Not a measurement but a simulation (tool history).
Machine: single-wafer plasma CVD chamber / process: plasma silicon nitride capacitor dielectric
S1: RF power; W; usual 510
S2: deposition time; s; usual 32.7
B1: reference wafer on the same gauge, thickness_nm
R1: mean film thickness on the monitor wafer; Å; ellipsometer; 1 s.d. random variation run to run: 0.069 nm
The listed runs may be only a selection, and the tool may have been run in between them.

run   hour   S1    S2      B1      R1
  1    0.0  440  36.4  40.190  481.88
  2   20.6  510  32.7  40.188  452.01
  3   33.0  510  32.7  40.204  450.09
  4   63.9  510  32.7  40.207  450.40
  5   81.4  510  32.7  40.199  450.33
  6   97.6  510  32.7  40.205  450.52
  7  124.0  510  32.7  40.191  449.05
     147.4  -- RF generator calibrated
     153.0  -- showerhead replaced
  8  207.7  605  29.8  40.203  442.28
     211.6  -- gauge calibrated
  9  236.9  510  32.7  40.197  462.10
 10  252.5  510  27.7  40.189  392.13
 11  271.5  510  36.6  40.192  518.45
 12  300.0  510  37.3  40.215  527.05
 13  318.4  455  36.6  40.210  502.32
 14  353.6  560  38.0  40.196  551.03

What if the next run were any one of these 3? Each begins from the tool's condition after run 14:
  A  354.0  455  32.7   ?   ?
  B  354.0  415  39.0   ?   ?
  C  354.0  585  37.6   ?   ?

run      B1      R1
  A  40.211  449.22
  B  40.211  521.90
  C  40.211  555.22
Take away the tool's hidden state, keep each run's random variation, and the runs would have read:
run      R1
  A  449.53
  B  522.26
  C  555.60

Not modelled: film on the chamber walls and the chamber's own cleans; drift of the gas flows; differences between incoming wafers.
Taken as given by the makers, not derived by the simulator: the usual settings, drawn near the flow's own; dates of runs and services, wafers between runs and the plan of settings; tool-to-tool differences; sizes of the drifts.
